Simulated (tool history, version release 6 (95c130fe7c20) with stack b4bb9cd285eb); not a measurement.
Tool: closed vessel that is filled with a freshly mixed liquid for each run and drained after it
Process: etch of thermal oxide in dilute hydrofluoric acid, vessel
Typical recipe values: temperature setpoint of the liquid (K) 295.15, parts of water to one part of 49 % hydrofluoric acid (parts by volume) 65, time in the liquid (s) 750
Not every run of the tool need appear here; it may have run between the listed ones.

run,hour,temperature setpoint of the liquid (K),parts of water to one part of 49 % hydrofluoric acid (parts by volume),time in the liquid (s),"read-back film thickness of the thermal oxide reference wafer, read on the same gauge (nm)",thickness taken off the thermal oxide on a monitor wafer (nm)
1,0.0,295.15,90,750,139.98,41.02
2,9.4,295.15,90,750,140.00,41.26
3,26.3,292.15,65,1035,140.00,72.19
4,39.3,295.15,65,750,139.98,58.78
5,48.1,295.15,65,750,140.01,58.88
6,60.7,291.65,65,750,139.99,51.16
7,83.5,291.65,65,750,139.99,51.22
# hour 88.5: gauge calibrated
8,94.1,291.65,65,750,139.99,50.72
9,109.9,295.15,65,750,140.01,58.99
10,121.4,295.15,65,750,139.99,59.21
11,134.3,295.15,65,750,140.01,59.22
12,146.0,295.15,65,985,140.00,77.90
13,153.2,295.15,65,550,139.99,43.79

Run 14 is up next; what results do you expect?
14,167.7,295.15,75,555,?,?

read-back film thickness of the thermal oxide reference wafer, read on the same gauge (nm): 139.99
thickness taken off the thermal oxide on a monitor wafer (nm): 37.71
The same run, on a tool lacking any hidden state, would have yielded thickness taken off the thermal oxide on a monitor wafer (nm) 33.76.
